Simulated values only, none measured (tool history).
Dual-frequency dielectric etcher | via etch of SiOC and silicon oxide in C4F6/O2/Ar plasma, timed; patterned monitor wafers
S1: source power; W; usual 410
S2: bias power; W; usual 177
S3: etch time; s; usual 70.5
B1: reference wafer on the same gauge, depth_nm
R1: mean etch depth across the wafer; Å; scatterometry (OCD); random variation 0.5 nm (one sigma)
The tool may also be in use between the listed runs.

| run | hour | S1 | S2 | S3 | B1 | R1 |
|---|---|---|---|---|---|---|
| 1 | 0.0 | 410 | 177 | 70.5 | 87.1 | 759 |
| 2 | 58.4 | 410 | 177 | 70.5 | 86.9 | 765 |
| 3 | 83.1 | 410 | 177 | 70.5 | 87.2 | 759 |
| 4 | 107.3 | 410 | 177 | 70.5 | 87.0 | 754 |
| 5 | 173.2 | 410 | 177 | 70.5 | 87.3 | 767 |
| 6 | 201.9 | 410 | 177 | 70.5 | 86.9 | 765 |
|  | 228.0 | wet clean of the chamber |
| 7 | 249.9 | 410 | 177 | 70.5 | 87.0 | 740 |
| 8 | 281.3 | 410 | 177 | 70.5 | 87.0 | 750 |
| 9 | 305.3 | 410 | 177 | 70.5 | 86.9 | 757 |
| 10 | 372.1 | 410 | 177 | 70.5 | 87.0 | 762 |
| 11 | 439.5 | 410 | 177 | 70.5 | 87.0 | 760 |
| 12 | 508.8 | 410 | 177 | 70.5 | 87.2 | 757 |
| 13 | 574.3 | 410 | 177 | 78.5 | 87.0 | 850 |
|  | 632.6 | source power generator calibrated |
| 14 | 635.0 | 480 | 177 | 76.5 | 87.2 | 882 |
|  | 671.1 | gauge calibrated |
|  | 702.1 | wet clean of the chamber |
| 15 | 702.6 | 410 | 177 | 70.5 | 87.2 | 788 |
| 16 | 751.7 | 410 | 177 | 70.5 | 87.2 | 795 |
|  | 804.8 | upper electrode replaced |
| 17 | 893.4 | 480 | 134 | 85.0 | 87.0 | 881 |
| 18 | 957.2 | 410 | 177 | 70.5 | 87.1 | 800 |
|  | 1030.2 | bias power generator calibrated |
|  | 1030.5 | wet clean of the chamber, repeated, since the last time left the tool worse |
| 19 | 1031.0 | 510 | 161 | 87.0 | 87.0 | 960 |
| 20 | 1082.4 | 450 | 177 | 76.5 | 87.2 | 844 |
| 21 | 1116.7 | 410 | 149 | 70.5 | 87.1 | 700 |
| 22 | 1184.5 | 410 | 177 | 88.5 | 87.1 | 943 |
| 23 | 1209.0 | 480 | 177 | 76.5 | 87.1 | 875 |
| 24 | 1335.3 | 470 | 215 | 70.5 | 87.2 | 881 |
| 25 | 1376.8 | 350 | 217 | 85.0 | 87.1 | 958 |
| 26 | 1409.2 | 450 | 141 | 80.5 | 87.1 | 811 |
|  | 1481.1 | wet clean of the chamber |
| 27 | 1481.6 | 480 | 177 | 85.0 | 87.2 | 962 |
| 28 | 1499.8 | 410 | 213 | 70.5 | 87.1 | 814 |
| 29 | 1539.1 | 340 | 217 | 70.5 | 87.1 | 764 |
| 30 | 1609.7 | 490 | 177 | 78.0 | 87.1 | 907 |

Hidden state or all else? Some run-to-run changes of R1, split into what the settings, what came in and random variation would give without the hidden state, and what is left for the hidden state (with any gauge scatter that isn't in both results):
The hidden state here: etch rate over this chamber's usual, %; source power that arrives over what is set, %; bias power that arrives over what is set, %; gauge reads high (%).
Run 6 -> 7: wet clean of the chamber. R1 -25 Å: hidden state -20, all else -5.
Run 14 -> 15: S1 480 -> 410, S3 76.5 -> 70.5, gauge calibrated, wet clean of the chamber. R1 -94 Å: hidden state +19, all else -113.
Run 18 -> 19: S1 410 -> 510, S2 177 -> 161, S3 70.5 -> 87.0, bias power generator calibrated, wet clean of the chamber, repeated, since the last time left the tool worse. R1 +160 Å: hidden state -50, all else +210.
Run 21 -> 22: S2 149 -> 177, S3 70.5 -> 88.5. R1 +243 Å: hidden state +5, all else +238.
Run 26 -> 27: S1 450 -> 480, S2 141 -> 177, S3 80.5 -> 85.0, wet clean of the chamber. R1 +151 Å: hidden state -16, all else +167.
